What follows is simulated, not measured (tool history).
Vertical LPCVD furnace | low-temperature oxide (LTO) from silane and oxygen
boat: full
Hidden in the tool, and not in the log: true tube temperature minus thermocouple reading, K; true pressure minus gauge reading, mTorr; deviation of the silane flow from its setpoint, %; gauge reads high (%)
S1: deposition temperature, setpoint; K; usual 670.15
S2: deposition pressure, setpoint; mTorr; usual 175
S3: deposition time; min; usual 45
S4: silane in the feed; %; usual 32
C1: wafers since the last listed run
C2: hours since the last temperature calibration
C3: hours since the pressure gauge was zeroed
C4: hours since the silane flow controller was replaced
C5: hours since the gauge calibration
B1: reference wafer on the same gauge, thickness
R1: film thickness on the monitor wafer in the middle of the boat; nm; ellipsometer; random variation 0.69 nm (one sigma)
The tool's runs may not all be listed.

run	hour	S1	S2	S3	S4	C1	C2	C3	C4	C5	B1	R1
1	0	670.15	145	45	32	0	2828.9	3356.8	1632.9	200.6	206.01	188.47
2	9.3	670.15	145	45	32	230	2838.2	3366.1	1642.2	209.9	206	189.96
3	24.6	670.15	175	45	32	378	2853.5	3381.4	1657.5	225.2	206.16	228.1
4	33.2	670.15	175	45	32	212	2862.1	3390	1666.1	233.8	205.73	228.61
5	50.7	670.15	175	45	32	432	2879.6	3407.5	1683.6	251.3	206.05	226.32
6	64.1	670.15	175	45	32	331	2893	3420.9	1697	264.7	206.1	229.11
# hour 73.1: gauge calibrated
7	75.9	670.15	175	45	32	291	2904.8	3432.7	1708.8	2.8	205.85	228.73
8	94.6	670.15	175	45	32	462	2923.5	3451.4	1727.5	21.5	206.08	226.43
9	107.6	670.15	175	45	32	321	2936.5	3464.4	1740.5	34.5	205.97	227.32
# hour 140: pressure gauge zeroed
# hour 164.5: silane flow controller replaced
10	165	670.15	175	45	32	232	2993.9	25	0.5	91.9	206.09	216.72
11	168.7	670.15	175	45	32	91	2997.6	28.7	4.2	95.6	206.16	216.18
12	172.4	670.15	175	45	32	91	3001.3	32.4	7.9	99.3	206.01	215.57
13	176.1	670.15	205	45	28	91	3005	36.1	11.6	103	205.77	205.75
14	182.1	670.15	200	53.5	32	148	3011	42.1	17.6	109	206.01	295.02
15	190.9	670.15	175	45	32	217	3019.8	50.9	26.4	117.8	205.99	214.5
16	203.3	670.15	160	52	35	306	3032.2	63.3	38.8	130.2	206.17	259.71
# hour 229.9: silane flow controller replaced, repeated, since the last time left the tool worse
# hour 248: thermocouples replaced and temperature profile calibrated
17	248.5	680.15	215	54.5	27	78	0.5	108.5	18.6	175.4	206.14	304.33
18	252.2	664.15	140	45	26	91	4.2	112.2	22.3	179.1	206.43	127.11
19	255.9	670.15	195	45	32	91	7.9	115.9	26	182.8	205.96	262.33
20	259.6	675.15	175	34.5	32	91	11.6	119.6	29.7	186.5	206.11	189.69
21	263.4	670.15	175	45	32	93	15.4	123.4	33.5	190.3	206.14	234.18
22	267.1	670.15	155	50.5	32	91	19.1	127.1	37.2	194	205.79	233.34
23	278.7	670.15	175	45	32	286	30.7	138.7	48.8	205.6	205.93	233.15
24	287.6	670.15	175	45	32	220	39.6	147.6	57.7	214.5	206.18	234.13
25	297.1	670.15	175	45	32	234	49.1	157.1	67.2	224	206.06	233.76
26	348.6	681.15	175	45	32	1273	100.6	208.6	118.7	275.5	205.95	265.84
27	363.9	673.15	210	32.5	37	378	115.9	223.9	134	290.8	206.31	255.32
28	373	670.15	140	45	32	225	125	233	143.1	299.9	206.14	187.06
29	384.3	681.15	175	36.5	32	279	136.3	244.3	154.4	311.2	206.09	215.36
30	401.4	670.15	195	45	32	422	153.4	261.4	171.5	328.3	206.08	258.88

Forecast each of these 5 alternatives for the next run:
A	405.2	662.15	175	45	32	93	157.2	265.2	175.3	332.1	?	?
B	405.2	666.15	175	45	32	93	157.2	265.2	175.3	332.1	?	?
C	405.2	677.15	175	45	34	93	157.2	265.2	175.3	332.1	?	?
D	405.2	660.15	175	45	32	93	157.2	265.2	175.3	332.1	?	?
E	405.2	670.15	200	30	34	93	157.2	265.2	175.3	332.1	?	?

run	B1	R1
A	206.01	210.74
B	206.01	221.23
C	206.01	273.86
D	206.01	205.62
E	206.01	192.47
Without the tool's hidden state the same runs would have given:
run	R1
A	211.32
B	221.84
C	274.55
D	206.2
E	192.97
